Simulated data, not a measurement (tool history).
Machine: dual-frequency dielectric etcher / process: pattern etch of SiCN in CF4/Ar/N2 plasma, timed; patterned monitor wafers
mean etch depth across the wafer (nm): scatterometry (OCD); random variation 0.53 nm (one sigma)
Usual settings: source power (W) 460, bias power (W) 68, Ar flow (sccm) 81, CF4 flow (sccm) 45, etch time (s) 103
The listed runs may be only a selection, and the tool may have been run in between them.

run	hour	source power (W)	bias power (W)	Ar flow (sccm)	CF4 flow (sccm)	etch time (s)	read-back reference wafer on the same gauge, depth_nm	mean etch depth across the wafer (nm)
1	0	460	68	81	45	103	84.4	81.2
2	39.5	460	80	81	45	103	84.2	86.9
# hour 49.9: bias power generator calibrated
3	50.7	460	80	81	45	103	84.3	87.4
4	64.1	460	80	81	45	103	84.5	85.9
5	75.3	460	68	81	45	103	84.4	80
6	82.8	460	73	81	45	85	84.3	67.8
# hour 93.1: source power generator calibrated
# hour 114.4: upper electrode replaced
7	114.9	460	68	81	45	103	84.4	79.2
8	115.3	460	62	90	45	116	84.4	83.6
9	118.1	530	54	92	50	103	84.5	76.2
10	125.6	380	68	95	45	93.5	84.4	64.1
# hour 136.9: Ar flow controller replaced
11	137.3	370	79	81	49	127.5	84.3	95.9
12	152.7	350	82	81	45	103	84.2	74.9
13	164.5	460	68	81	54	103	84.4	81.9
# hour 170: gauge calibrated
# hour 180.4: CF4 flow controller replaced
14	180.9	380	68	96	42	103	84.6	68.5
15	195.9	350	68	81	45	87.5	84.3	58.9
16	206.1	460	54	81	49	116.5	84.4	81.2
17	213.9	460	62	91	45	103	84.2	73.2
18	226.8	460	81	81	45	121	84.6	99.4
19	240.8	460	77	81	45	103	84.5	82.2
20	248.3	460	68	81	34	103	84.4	73.2
21	266.2	460	68	81	45	103	84.4	78
22	282.7	460	75	81	45	103	84.5	81.1

Run by run, hidden condition taken away, random variation retained:
The tool's hidden condition here consists of: etch rate over this chamber's usual, %; source power that arrives over what is set, %; bias power that arrives over what is set, %; Ar flow that arrives over what is set, %; CF4 flow that arrives over what is set, %; gauge reads high (%).
run	mean etch depth across the wafer (nm)
1	81.5
2	87.7
3	88.4
4	87
5	81.2
6	68.8
7	80.9
8	85.3
9	77.8
10	65.5
11	98.2
12	76.8
13	84.2
14	70.5
15	60.9
16	83.9
17	75.7
18	103.1
19	85.4
20	76.2
21	81.4
22	84.8
